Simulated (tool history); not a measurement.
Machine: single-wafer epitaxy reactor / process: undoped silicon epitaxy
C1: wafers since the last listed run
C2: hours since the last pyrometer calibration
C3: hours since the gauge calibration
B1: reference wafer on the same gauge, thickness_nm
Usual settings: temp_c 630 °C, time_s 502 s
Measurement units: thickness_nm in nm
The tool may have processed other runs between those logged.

Run 1, hour 0.0: usual settings; C1 0; C2 891.5; C3 794.0; B1 59.332. Result: thickness_nm 52.991 nm.
Run 2, hour 16.8: usual settings; C1 78; C2 908.3; C3 810.8; B1 59.291. Result: thickness_nm 52.862 nm.
Run 3, hour 37.1: usual settings; C1 95; C2 928.6; C3 831.1; B1 59.285. Result: thickness_nm 53.029 nm.
At hour 41.4: gauge calibrated.
Run 4, hour 66.3: usual settings but time_s 428 s; C1 136; C2 957.8; C3 24.9; B1 59.318. Result: thickness_nm 44.786 nm.
Run 5, hour 80.3: usual settings but temp_c 639 °C; C1 65; C2 971.8; C3 38.9; B1 59.428. Result: thickness_nm 66.828 nm.
Run 6, hour 98.5: usual settings but temp_c 634 °C, time_s 475 s; C1 85; C2 990.0; C3 57.1; B1 59.177. Result: thickness_nm 55.237 nm.
Run 7, hour 133.7: usual settings; C1 164; C2 1025.2; C3 92.3; B1 59.232. Result: thickness_nm 52.285 nm.
Run 8, hour 152.0: usual settings; C1 85; C2 1043.5; C3 110.6; B1 59.334. Result: thickness_nm 52.524 nm.
Run 9, hour 180.1: usual settings; C1 131; C2 1071.6; C3 138.7; B1 59.301. Result: thickness_nm 52.306 nm.
Run 10, hour 199.0: usual settings; C1 88; C2 1090.5; C3 157.6; B1 59.164. Result: thickness_nm 52.699 nm.
Run 11, hour 229.6: usual settings; C1 143; C2 1121.1; C3 188.2; B1 59.263. Result: thickness_nm 52.958 nm.
Run 12, hour 247.8: usual settings; C1 85; C2 1139.3; C3 206.4; B1 59.391. Result: thickness_nm 52.678 nm.
Run 13, hour 320.8: usual settings; C1 342; C2 1212.3; C3 279.4; B1 59.130. Result: thickness_nm 52.533 nm.
Run 14, hour 347.5: usual settings; C1 125; C2 1239.0; C3 306.1; B1 59.260. Result: thickness_nm 52.574 nm.
Run 15, hour 380.7: usual settings; C1 155; C2 1272.2; C3 339.3; B1 59.164. Result: thickness_nm 52.561 nm.
Run 16, hour 405.5: usual settings; C1 116; C2 1297.0; C3 364.1; B1 59.474. Result: thickness_nm 52.737 nm.
Run 17, hour 419.3: usual settings; C1 64; C2 1310.8; C3 377.9; B1 59.308. Result: thickness_nm 52.754 nm.
Run 18, hour 450.1: usual settings; C1 144; C2 1341.6; C3 408.7; B1 59.343. Result: thickness_nm 52.820 nm.
At hour 464.6: pyrometer calibrated.
Run 19, hour 466.3: usual settings but time_s 408 s; C1 38; C2 1.7; C3 424.9; B1 59.311. Result: thickness_nm 42.939 nm.
Run 20, hour 481.9: usual settings but temp_c 637 °C, time_s 590 s; C1 73; C2 17.3; C3 440.5; B1 59.407. Result: thickness_nm 73.774 nm.
Run 21, hour 504.4: usual settings but temp_c 638 °C, time_s 540 s; C1 105; C2 39.8; C3 463.0; B1 59.302. Result: thickness_nm 70.023 nm.
Run 22, hour 517.5: usual settings but time_s 402 s; C1 61; C2 52.9; C3 476.1; B1 59.288. Result: thickness_nm 42.146 nm.
Run 23, hour 536.4: usual settings but temp_c 637 °C; C1 88; C2 71.8; C3 495.0; B1 59.281. Result: thickness_nm 62.779 nm.
Run 24, hour 567.9: usual settings; C1 147; C2 103.3; C3 526.5; B1 59.308. Result: thickness_nm 52.073 nm.
Run 25, hour 585.7: usual settings but temp_c 617 °C, time_s 431 s; C1 83; C2 121.1; C3 544.3; B1 59.200. Result: thickness_nm 31.909 nm.
Run 26, hour 621.5: usual settings but temp_c 638 °C, time_s 567 s; C1 167; C2 156.9; C3 580.1; B1 59.408. Result: thickness_nm 73.187 nm.
Run 27, hour 649.6: usual settings but temp_c 616 °C, time_s 467 s; C1 131; C2 185.0; C3 608.2; B1 59.393. Result: thickness_nm 33.652 nm.
Run 28, hour 685.5: usual settings but temp_c 623 °C, time_s 541 s; C1 168; C2 220.9; C3 644.1; B1 59.259. Result: thickness_nm 47.351 nm.
Run 29, hour 716.7: usual settings; C1 146; C2 252.1; C3 675.3; B1 59.329. Result: thickness_nm 52.913 nm.
Run 30, hour 746.8: usual settings but temp_c 616 °C, time_s 408 s; C1 141; C2 282.2; C3 705.4; B1 59.292. Result: thickness_nm 29.572 nm.
Run 31, hour 767.7: usual settings but temp_c 623 °C, time_s 468 s; C1 97; C2 303.1; C3 726.3; B1 59.224. Result: thickness_nm 40.807 nm.
At hour 774.6: gauge calibrated.
Run 32, hour 799.8: usual settings; C1 150; C2 335.2; C3 25.2; B1 59.172. Result: thickness_nm 52.419 nm.
Run 33, hour 831.0: usual settings but time_s 562 s; C1 146; C2 366.4; C3 56.4; B1 59.290. Result: thickness_nm 58.944 nm.
Run 34, hour 843.8: usual settings but temp_c 643 °C, time_s 420 s; C1 59; C2 379.2; C3 69.2; B1 59.271. Result: thickness_nm 61.183 nm.
Run 35, hour 946.4: usual settings; C1 480; C2 481.8; C3 171.8; B1 59.314. Result: thickness_nm 52.474 nm.
Run 36, hour 968.3: usual settings but time_s 574 s; C1 102; C2 503.7; C3 193.7; B1 59.293. Result: thickness_nm 60.423 nm.
Run 37, hour 985.0: usual settings but temp_c 617 °C, time_s 451 s; C1 78; C2 520.4; C3 210.4; B1 59.365. Result: thickness_nm 33.791 nm.

Predict each of these 4 candidate next runs independently; none follows another, all start after run 37:
Run A, hour 985.5: usual settings but time_s 457 s; C1 2; C2 520.9; C3 210.9; B1 ?. Result: thickness_nm ?.
Run B, hour 985.5: usual settings but temp_c 622 °C, time_s 404 s; C1 2; C2 520.9; C3 210.9; B1 ?. Result: thickness_nm ?.
Run C, hour 985.5: usual settings but temp_c 635 °C, time_s 565 s; C1 2; C2 520.9; C3 210.9; B1 ?. Result: thickness_nm ?.
Run D, hour 985.5: usual settings but time_s 469 s; C1 2; C2 520.9; C3 210.9; B1 ?. Result: thickness_nm ?.

run      B1  thickness_nm
  A  59.321        47.598
  B  59.321        34.117
  C  59.321        66.946
  D  59.321        48.848
Had the tool no hidden state, the same runs would have come out as:
run  thickness_nm
  A        47.598
  B        34.117
  C        66.946
  D        48.848
